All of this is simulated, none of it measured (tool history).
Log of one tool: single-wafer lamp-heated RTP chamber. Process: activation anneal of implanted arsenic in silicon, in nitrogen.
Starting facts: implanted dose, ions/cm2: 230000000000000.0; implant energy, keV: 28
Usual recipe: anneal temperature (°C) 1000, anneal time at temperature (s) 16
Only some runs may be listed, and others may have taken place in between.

run	hour	anneal temperature (°C)	anneal time at temperature (s)	read-back reference wafer on the same gauge, sheet resistance	sheet resistance of the implanted and annealed layer (ohm/square)
1	0	1000	16	436.98	365.93
2	7.6	1000	16	436.34	365.99
3	22.6	1000	16	436.03	365.95
4	39.8	1000	16	435.82	364.95
5	52.1	980	13	436.35	367.39
6	68.7	1000	13	435.54	366.15
7	80.7	1000	13	435.15	365.58
8	92.2	1000	16	435.11	364.79
9	105.1	1000	16	434.76	365.38
10	117	1015	16	434.85	363.46
11	126.1	1022	16	434.34	362.86
12	141.3	1000	16	434.12	363.65
13	151.6	1000	21	434.48	362.59
14	168	991	16	433.92	365.39
# hour 182.6: reflector plate cleaned
# hour 183.7: pyrometer window cleaned and pyrometer calibrated
15	184.2	1015	23	433.67	361.01
# hour 186: gauge calibrated
16	202	988	21	437.09	366.61
17	217.5	1000	25	437.14	365.2
18	224	973	10	436.68	369.24
19	238.6	1000	16	436.43	365.71

Consider 5 possible next runs. They are alternatives, not a sequence: every one starts from the tool as it was left by run 19. What does each give?
A	239	1000	16	?	?
B	239	1014	16	?	?
C	239	980	12	?	?
D	239	975	22	?	?
E	239	984	16	?	?

run	read-back reference wafer on the same gauge, sheet resistance	sheet resistance of the implanted and annealed layer (ohm/square)
A	436.7	366.22
B	436.7	365.21
C	436.7	368.26
D	436.7	366.87
E	436.7	367.25
Had the tool no hidden state, the same runs would have come out as:
run	sheet resistance of the implanted and annealed layer (ohm/square)
A	367.37
B	366.36
C	369.42
D	368.03
E	368.41
